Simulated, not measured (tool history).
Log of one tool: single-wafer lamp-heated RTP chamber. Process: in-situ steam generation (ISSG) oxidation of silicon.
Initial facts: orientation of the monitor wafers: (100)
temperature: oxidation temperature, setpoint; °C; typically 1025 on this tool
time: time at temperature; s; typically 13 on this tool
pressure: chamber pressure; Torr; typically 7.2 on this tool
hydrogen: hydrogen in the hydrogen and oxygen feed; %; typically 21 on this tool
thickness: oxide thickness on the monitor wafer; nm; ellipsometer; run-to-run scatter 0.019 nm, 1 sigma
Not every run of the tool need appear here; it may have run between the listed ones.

run,hour,temperature,time,pressure,hydrogen,"read-back reference wafer on the same gauge, thickness",thickness
1,0,1025,11,7.2,21,4.738,4.351
2,15.4,1025,11,7.2,21,4.738,4.334
3,33.2,1025,11,7.2,21,4.744,4.385
4,48,1033,13,7.5,21,4.74,4.928
5,56.9,1033,13,7.5,21,4.739,4.926
6,74,1033,13,7.5,21,4.739,4.924
7,87.6,1011,13,7.2,21,4.741,4.452
# hour 94.9: gauge calibrated
8,101.2,1025,13,7.2,21,4.735,4.771
9,110.6,1025,13,7.2,21,4.736,4.763
10,117.4,1009,11,7.2,21,4.74,4.116
# hour 134.1: pressure gauge zeroed
11,134.6,1025,13,7.6,21,4.741,4.793
12,142.8,1025,10,6.9,26,4.731,4.457
# hour 162: pyrometer window cleaned and pyrometer calibrated
# hour 165.1: hydrogen flow controller replaced
13,165.6,1010,9,6.9,26,4.737,3.867
14,166.7,1025,13,7.2,21,4.732,4.547
15,179.5,1025,13,6.9,27,4.741,4.896
16,190.3,1019,15,6.9,12,4.735,4.184
17,202.4,1036,8,6.9,21,4.741,3.82
18,214.2,1017,13,7.2,21,4.738,4.513
19,227.9,1025,13,7.2,21,4.735,4.658
20,242.9,1009,13,7.2,21,4.746,4.364
21,253.3,1025,14,7.2,21,4.747,4.842

Run 22 has not been measured yet. What should we expect?
22,268.3,1025,13,7.2,30,?,?

For run 22 the tool returned read-back reference wafer on the same gauge, thickness 4.737, thickness 5.159 nm.
Were there no unlogged condition in the tool, this run, its random variation unchanged, would have produced thickness 4.997 nm.

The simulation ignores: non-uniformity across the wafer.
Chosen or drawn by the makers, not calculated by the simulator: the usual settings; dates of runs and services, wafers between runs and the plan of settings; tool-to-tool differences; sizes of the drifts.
